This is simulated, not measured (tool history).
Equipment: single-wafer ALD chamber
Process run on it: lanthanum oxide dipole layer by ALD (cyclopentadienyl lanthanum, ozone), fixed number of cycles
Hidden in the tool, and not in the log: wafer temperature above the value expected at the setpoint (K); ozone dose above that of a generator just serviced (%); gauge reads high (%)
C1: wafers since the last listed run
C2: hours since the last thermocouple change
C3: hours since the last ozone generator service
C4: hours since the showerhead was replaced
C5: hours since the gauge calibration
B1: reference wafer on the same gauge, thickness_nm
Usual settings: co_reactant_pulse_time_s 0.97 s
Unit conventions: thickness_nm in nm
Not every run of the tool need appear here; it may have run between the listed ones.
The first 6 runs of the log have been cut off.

Run 7, day 2.546: usual settings but co_reactant_pulse_time_s 1.06 s; C1 177; C2 2959.9; C3 884.1; C4 3041; C5 205.4; B1 0.508. Result: thickness_nm 0.475 nm.
Run 8, day 2.946: usual settings but co_reactant_pulse_time_s 1.06 s; C1 198; C2 2969.5; C3 893.7; C4 3050.6; C5 215; B1 0.509. Result: thickness_nm 0.471 nm.
Run 9, day 3.621: usual settings but co_reactant_pulse_time_s 1.06 s; C1 335; C2 2985.7; C3 909.9; C4 3066.8; C5 231.2; B1 0.509. Result: thickness_nm 0.473 nm.
Run 10, day 3.908: usual settings; C1 142; C2 2992.6; C3 916.8; C4 3073.7; C5 238.1; B1 0.509. Result: thickness_nm 0.462 nm.
Run 11, day 4.283: usual settings; C1 186; C2 3001.6; C3 925.8; C4 3082.7; C5 247.1; B1 0.509. Result: thickness_nm 0.46 nm.
At day 5.283: showerhead replaced.
At day 5.796: thermocouple changed; heater temperature recalibrated.
Run 12, day 5.817: usual settings; C1 430; C2 0.5; C3 962.6; C4 12.8; C5 283.9; B1 0.509. Result: thickness_nm 0.463 nm.
Run 13, day 6.35: usual settings but co_reactant_pulse_time_s 0.79 s; C1 264; C2 13.3; C3 975.4; C4 25.6; C5 296.7; B1 0.509. Result: thickness_nm 0.433 nm.
Run 14, day 6.633: usual settings but co_reactant_pulse_time_s 0.79 s; C1 140; C2 20.1; C3 982.2; C4 32.4; C5 303.5; B1 0.509. Result: thickness_nm 0.434 nm.
At day 7.062: ozone generator serviced.
Run 15, day 7.138: usual settings but co_reactant_pulse_time_s 0.77 s; C1 84; C2 32.2; C3 1.8; C4 44.5; C5 315.6; B1 0.509. Result: thickness_nm 0.429 nm.
Run 16, day 7.742: usual settings but co_reactant_pulse_time_s 0.78 s; C1 299; C2 46.7; C3 16.3; C4 59; C5 330.1; B1 0.509. Result: thickness_nm 0.431 nm.
Run 17, day 8.033: usual settings; C1 144; C2 53.7; C3 23.3; C4 66; C5 337.1; B1 0.509. Result: thickness_nm 0.462 nm.
At day 8.05: gauge calibrated.
Run 18, day 8.412: usual settings; C1 188; C2 62.8; C3 32.4; C4 75.1; C5 8.7; B1 0.51. Result: thickness_nm 0.463 nm.
Run 19, day 10.658: usual settings but co_reactant_pulse_time_s 0.61 s; C1 1114; C2 116.7; C3 86.3; C4 129; C5 62.6; B1 0.509. Result: thickness_nm 0.391 nm.
Run 20, day 10.925: usual settings but co_reactant_pulse_time_s 0.73 s; C1 132; C2 123.1; C3 92.7; C4 135.4; C5 69; B1 0.509. Result: thickness_nm 0.421 nm.
Run 21, day 11.488: usual settings but co_reactant_pulse_time_s 1.3 s; C1 279; C2 136.6; C3 106.2; C4 148.9; C5 82.5; B1 0.51. Result: thickness_nm 0.495 nm.
Run 22, day 11.942: usual settings but co_reactant_pulse_time_s 1.12 s; C1 225; C2 147.5; C3 117.1; C4 159.8; C5 93.4; B1 0.509. Result: thickness_nm 0.479 nm.
Run 23, day 12.238: usual settings; C1 146; C2 154.6; C3 124.2; C4 166.9; C5 100.5; B1 0.508. Result: thickness_nm 0.461 nm.
Run 24, day 12.783: usual settings but co_reactant_pulse_time_s 0.84 s; C1 270; C2 167.7; C3 137.3; C4 180; C5 113.6; B1 0.51. Result: thickness_nm 0.441 nm.
Run 25, day 13.183: usual settings but co_reactant_pulse_time_s 0.87 s; C1 198; C2 177.3; C3 146.9; C4 189.6; C5 123.2; B1 0.509. Result: thickness_nm 0.448 nm.
Run 26, day 13.517: usual settings but co_reactant_pulse_time_s 1.27 s; C1 165; C2 185.3; C3 154.9; C4 197.6; C5 131.2; B1 0.509. Result: thickness_nm 0.493 nm.
Run 27, day 14.071: usual settings but co_reactant_pulse_time_s 1.08 s; C1 275; C2 198.6; C3 168.2; C4 210.9; C5 144.5; B1 0.509. Result: thickness_nm 0.474 nm.
Run 28, day 14.742: usual settings but co_reactant_pulse_time_s 1.11 s; C1 332; C2 214.7; C3 184.3; C4 227; C5 160.6; B1 0.509. Result: thickness_nm 0.478 nm.
Run 29, day 15.3: usual settings but co_reactant_pulse_time_s 1.35 s; C1 277; C2 228.1; C3 197.7; C4 240.4; C5 174; B1 0.509. Result: thickness_nm 0.501 nm.
Run 30, day 15.767: usual settings but co_reactant_pulse_time_s 1.31 s; C1 231; C2 239.3; C3 208.9; C4 251.6; C5 185.2; B1 0.509. Result: thickness_nm 0.497 nm.
Run 31, day 16.183: usual settings but co_reactant_pulse_time_s 1.13 s; C1 206; C2 249.3; C3 218.9; C4 261.6; C5 195.2; B1 0.509. Result: thickness_nm 0.481 nm.

What if the next run were any one of these 3? Each begins from the tool's condition after run 31:
Run A, day 16.2: usual settings; C1 8; C2 249.7; C3 219.3; C4 262; C5 195.6; B1 ?. Result: thickness_nm ?.
Run B, day 16.2: usual settings but co_reactant_pulse_time_s 0.62 s; C1 8; C2 249.7; C3 219.3; C4 262; C5 195.6; B1 ?. Result: thickness_nm ?.
Run C, day 16.2: usual settings but co_reactant_pulse_time_s 1.26 s; C1 8; C2 249.7; C3 219.3; C4 262; C5 195.6; B1 ?. Result: thickness_nm ?.

run     B1  thickness_nm
  A  0.508         0.462
  B  0.508         0.395
  C  0.508         0.493
Take away the tool's hidden state, keep each run's random variation, and the runs would have read:
run  thickness_nm
  A         0.462
  B         0.395
  C         0.493

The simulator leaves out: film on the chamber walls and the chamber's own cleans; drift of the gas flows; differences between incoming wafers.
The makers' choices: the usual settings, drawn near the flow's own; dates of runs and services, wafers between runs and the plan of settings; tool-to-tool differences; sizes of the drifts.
